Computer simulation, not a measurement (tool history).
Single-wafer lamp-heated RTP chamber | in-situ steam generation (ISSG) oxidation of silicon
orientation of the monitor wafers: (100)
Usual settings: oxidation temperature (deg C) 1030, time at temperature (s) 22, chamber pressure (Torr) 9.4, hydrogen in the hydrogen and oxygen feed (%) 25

run   hour  oxidation temperature (deg C)  time at temperature (s)  chamber pressure (Torr)  hydrogen in the hydrogen and oxygen feed (%)  read-back reference wafer on the same gauge, thickness  oxide thickness on the monitor wafer (angstrom)
  1      0                           1030                       20                      9.4                                            25                                                   5.833                                            60.01
  2    9.7                           1030                       22                      9.4                                            25                                                    5.83                                            62.72
  3   19.9                           1030                       22                      9.7                                            32                                                    5.83                                             65.9
  4     35                           1030                       22                      9.7                                            32                                                   5.829                                            66.27
      44.6  -- pyrometer window cleaned and pyrometer calibrated
  5   45.1                           1030                       22                      9.4                                            25                                                   5.832                                             62.4
  6   50.4                           1030                       22                      9.4                                            25                                                   5.832                                            62.38
  7   56.4                           1030                       22                      9.4                                            25                                                   5.831                                            62.14
  8   64.4                           1030                       22                      9.4                                            25                                                   5.832                                            62.29
  9   76.3                           1030                       22                      9.4                                            25                                                   5.831                                            62.26
 10   91.8                           1030                       22                      9.4                                            25                                                   5.832                                            62.43
 11   99.8                           1039                       22                      9.4                                            25                                                   5.829                                            65.33
 12  122.7                           1030                       22                      9.4                                            25                                                   5.829                                            62.54
 13  139.2                           1030                       22                      9.4                                            25                                                    5.83                                            62.58
     150.3  -- gauge calibrated
     150.7  -- hydrogen flow controller replaced
 14    157                           1030                       22                      9.4                                            25                                                   5.828                                            62.56
 15  170.2                           1030                       22                      9.4                                            17                                                   5.832                                            57.49
 16  202.2                           1030                       22                      8.4                                            25                                                   5.829                                            63.63
 17  210.1                           1030                       22                      9.4                                            25                                                   5.829                                             62.9
 18  220.8                           1015                       22                      9.4                                            25                                                   5.829                                            58.35
 19    260                           1023                       22                      9.4                                            18                                                   5.829                                            56.56
 20    274                           1030                       16                      9.4                                            20                                                   5.834                                            51.15
     292.7  -- pressure gauge zeroed
 21  293.2                           1030                       22                     10.2                                            32                                                   5.828                                            65.27
 22  302.5                           1030                       22                      9.4                                            25                                                   5.831                                            62.98
 23  311.7                           1021                       16                     10.1                                            22                                                    5.83                                            49.47
     324.3  -- pyrometer window cleaned and pyrometer calibrated
 24  326.8                           1022                       16                      9.4                                            25                                                   5.831                                            51.25
 25  374.3                           1030                       22                      9.4                                            25                                                    5.83                                            62.45
 26  381.2                           1030                       22                      9.4                                            25                                                    5.83                                            62.36
 27  389.1                           1030                       22                      8.9                                            25                                                   5.831                                            62.82
 28  407.1                           1030                       22                      8.9                                            16                                                   5.831                                            57.02
 29  423.8                           1030                       22                      9.4                                            25                                                    5.83                                            62.63

What the log doesn't show, run by run:
true pressure minus gauge reading, Torr: 0 in every run
deviation of the hydrogen flow from its setpoint, %: 0 in every run
gauge reads high (%): 0 in every run
H1: true wafer temperature minus pyrometer reading, K
run      H1
  1    1.91
  2    1.99
  3    2.07
  4    2.19
  5   0.238
  6   0.281
  7    0.33
  8   0.395
  9   0.491
 10   0.617
 11   0.682
 12   0.868
 13       1
 14    1.15
 15    1.25
 16    1.51
 17    1.58
 18    1.66
 19    1.98
 20     2.1
 21    2.25
 22    2.33
 23     2.4
 24  0.0613
 25   0.447
 26   0.503
 27   0.567
 28   0.713
 29   0.849

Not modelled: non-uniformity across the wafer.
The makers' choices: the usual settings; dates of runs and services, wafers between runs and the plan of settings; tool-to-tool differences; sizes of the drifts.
